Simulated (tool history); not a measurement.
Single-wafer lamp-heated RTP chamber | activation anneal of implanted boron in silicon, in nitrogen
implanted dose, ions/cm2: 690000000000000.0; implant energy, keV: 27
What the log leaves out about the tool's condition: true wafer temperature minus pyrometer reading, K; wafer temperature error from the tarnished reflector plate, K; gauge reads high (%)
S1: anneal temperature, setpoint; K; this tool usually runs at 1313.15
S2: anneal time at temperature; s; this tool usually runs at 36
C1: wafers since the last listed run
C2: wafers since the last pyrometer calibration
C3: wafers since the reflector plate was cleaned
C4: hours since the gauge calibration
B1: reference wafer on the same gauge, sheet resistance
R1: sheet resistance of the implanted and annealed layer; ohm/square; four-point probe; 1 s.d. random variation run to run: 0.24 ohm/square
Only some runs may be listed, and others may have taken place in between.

| run | hour | S1 | S2 | C1 | C2 | C3 | C4 | B1 | R1 |
|---|---|---|---|---|---|---|---|---|---|
| 1 | 0.0 | 1313.15 | 36 | 0 | 6797 | 4897 | 135.2 | 183.91 | 156.09 |
|  | 24.7 | pyrometer window cleaned and pyrometer calibrated |
| 2 | 57.7 | 1313.15 | 36 | 1156 | 768 | 6053 | 192.9 | 183.99 | 156.60 |
| 3 | 103.4 | 1313.15 | 36 | 1063 | 1832 | 7117 | 238.6 | 184.01 | 157.01 |
| 4 | 210.0 | 1313.15 | 36 | 2480 | 4313 | 9598 | 345.2 | 183.97 | 156.36 |
| 5 | 317.3 | 1313.15 | 36 | 2497 | 6810 | 12095 | 452.5 | 183.95 | 156.03 |
|  | 328.7 | pyrometer window cleaned and pyrometer calibrated |
| 6 | 375.2 | 1313.15 | 36 | 1161 | 1081 | 13256 | 510.4 | 183.90 | 156.58 |
| 7 | 411.5 | 1300.15 | 48 | 844 | 1926 | 14101 | 546.7 | 183.97 | 157.01 |
|  | 441.0 | reflector plate cleaned |
| 8 | 490.3 | 1313.15 | 36 | 1647 | 3573 | 1146 | 625.5 | 184.01 | 156.27 |
| 9 | 563.8 | 1313.15 | 36 | 1710 | 5284 | 2857 | 699.0 | 183.92 | 156.34 |
| 10 | 666.3 | 1313.15 | 36 | 2385 | 7669 | 5242 | 801.5 | 184.03 | 156.15 |
|  | 678.3 | pyrometer window cleaned and pyrometer calibrated |
| 11 | 703.5 | 1313.15 | 36 | 679 | 586 | 5922 | 838.7 | 184.01 | 156.77 |
| 12 | 758.3 | 1327.15 | 19 | 1275 | 1862 | 7197 | 893.5 | 183.92 | 157.28 |
| 13 | 810.4 | 1342.15 | 27 | 1212 | 3074 | 8410 | 945.6 | 184.01 | 155.60 |
| 14 | 899.5 | 1313.15 | 36 | 2073 | 5148 | 10483 | 1034.7 | 184.02 | 156.36 |
| 15 | 994.3 | 1323.15 | 43 | 2206 | 7354 | 12690 | 1129.5 | 183.96 | 155.41 |
|  | 1012.8 | pyrometer window cleaned and pyrometer calibrated |
|  | 1027.3 | reflector plate cleaned |
|  | 1043.6 | gauge calibrated |
| 16 | 1063.4 | 1302.15 | 50 | 1235 | 991 | 839 | 19.8 | 184.07 | 156.81 |
| 17 | 1170.0 | 1313.15 | 36 | 2480 | 3472 | 3320 | 126.4 | 184.00 | 156.12 |
| 18 | 1277.7 | 1331.15 | 36 | 2506 | 5979 | 5826 | 234.1 | 183.98 | 155.26 |
| 19 | 1344.9 | 1313.15 | 36 | 1563 | 7543 | 7390 | 301.3 | 183.99 | 155.98 |
|  | 1373.7 | pyrometer window cleaned and pyrometer calibrated |
| 20 | 1444.6 | 1295.15 | 16 | 2134 | 1649 | 9524 | 401.0 | 184.01 | 159.49 |
| 21 | 1530.0 | 1321.15 | 28 | 1987 | 3636 | 11512 | 486.4 | 184.04 | 155.99 |
| 22 | 1604.9 | 1313.15 | 36 | 1743 | 5379 | 13255 | 561.3 | 184.01 | 156.36 |

Each row is a separate what-if for the run after 22, all from the same tool condition, not one after another. Results?
| A | 1605.3 | 1313.15 | 45 | 9 | 5389 | 13264 | 561.7 | ? | ? |
| B | 1605.3 | 1303.15 | 47 | 9 | 5389 | 13264 | 561.7 | ? | ? |
| C | 1605.3 | 1339.15 | 45 | 9 | 5389 | 13264 | 561.7 | ? | ? |

| run | B1 | R1 |
|---|---|---|
| A | 183.96 | 155.45 |
| B | 183.96 | 156.05 |
| C | 183.96 | 153.86 |
The same runs, with their run-to-run variation unchanged, on a tool lacking any hidden condition would have given:
| run | R1 |
|---|---|
| A | 156.35 |
| B | 157.11 |
| C | 154.59 |
